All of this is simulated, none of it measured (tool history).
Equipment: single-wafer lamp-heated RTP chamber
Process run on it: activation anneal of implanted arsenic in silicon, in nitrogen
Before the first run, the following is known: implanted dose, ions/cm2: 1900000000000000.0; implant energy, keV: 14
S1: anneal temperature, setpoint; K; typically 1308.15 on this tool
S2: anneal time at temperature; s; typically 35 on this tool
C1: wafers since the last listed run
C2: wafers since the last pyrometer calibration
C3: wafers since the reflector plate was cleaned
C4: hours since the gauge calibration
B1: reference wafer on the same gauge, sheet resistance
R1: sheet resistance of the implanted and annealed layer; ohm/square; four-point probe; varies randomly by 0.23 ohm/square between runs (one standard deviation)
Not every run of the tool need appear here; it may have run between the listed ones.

| run | hour | S1 | S2 | C1 | C2 | C3 | C4 | B1 | R1 |
|---|---|---|---|---|---|---|---|---|---|
| 1 | 0.0 | 1317.15 | 30 | 0 | 1450 | 12797 | 1356.4 | 63.43 | 69.51 |
|  | 17.8 | gauge calibrated |
| 2 | 60.2 | 1323.15 | 35 | 713 | 2164 | 13511 | 42.4 | 63.42 | 65.05 |
| 3 | 115.0 | 1323.15 | 35 | 649 | 2814 | 14160 | 97.2 | 63.39 | 64.71 |
| 4 | 180.9 | 1323.15 | 35 | 781 | 3595 | 14942 | 163.1 | 63.40 | 64.53 |
| 5 | 230.7 | 1308.15 | 35 | 590 | 4185 | 15532 | 212.9 | 63.42 | 69.38 |
|  | 255.8 | reflector plate cleaned |
| 6 | 291.5 | 1308.15 | 35 | 625 | 4811 | 423 | 273.7 | 63.46 | 71.18 |
| 7 | 318.6 | 1308.15 | 35 | 321 | 5133 | 744 | 300.8 | 63.44 | 71.02 |
| 8 | 359.3 | 1315.15 | 35 | 482 | 5615 | 1226 | 341.5 | 63.39 | 68.23 |
| 9 | 397.9 | 1315.15 | 35 | 457 | 6073 | 1684 | 380.1 | 63.38 | 68.41 |
| 10 | 447.6 | 1315.15 | 35 | 589 | 6662 | 2273 | 429.8 | 63.41 | 68.39 |
|  | 461.5 | pyrometer window cleaned and pyrometer calibrated |
| 11 | 513.1 | 1308.15 | 48 | 681 | 611 | 2955 | 495.3 | 63.43 | 68.24 |
| 12 | 545.2 | 1308.15 | 35 | 380 | 992 | 3335 | 527.4 | 63.40 | 73.14 |
| 13 | 613.6 | 1308.15 | 35 | 810 | 1803 | 4146 | 595.8 | 63.40 | 72.05 |
| 14 | 681.8 | 1319.15 | 30 | 808 | 2611 | 4955 | 664.0 | 63.37 | 69.90 |
| 15 | 726.7 | 1320.15 | 44 | 532 | 3144 | 5487 | 708.9 | 63.40 | 64.23 |
| 16 | 797.9 | 1308.15 | 35 | 844 | 3988 | 6331 | 780.1 | 63.43 | 71.09 |
| 17 | 842.8 | 1289.15 | 52 | 532 | 4520 | 6864 | 825.0 | 63.39 | 72.92 |
| 18 | 903.7 | 1279.15 | 28 | 721 | 5242 | 7586 | 885.9 | 63.42 | 89.12 |
|  | 1018.7 | pyrometer window cleaned and pyrometer calibrated |
| 19 | 1032.8 | 1315.15 | 35 | 1435 | 167 | 9021 | 1015.0 | 63.40 | 70.14 |

What does the tool deliver on the next run?
| 20 | 1117.0 | 1308.15 | 35 | 998 | 1165 | 10019 | 1099.2 | ? | ? |

{"run 20": {"B1": 63.39, "R1": 72.2}}
On a tool with no hidden condition, and with the same random variation, this run would have come out at R1 74.80 ohm/square.

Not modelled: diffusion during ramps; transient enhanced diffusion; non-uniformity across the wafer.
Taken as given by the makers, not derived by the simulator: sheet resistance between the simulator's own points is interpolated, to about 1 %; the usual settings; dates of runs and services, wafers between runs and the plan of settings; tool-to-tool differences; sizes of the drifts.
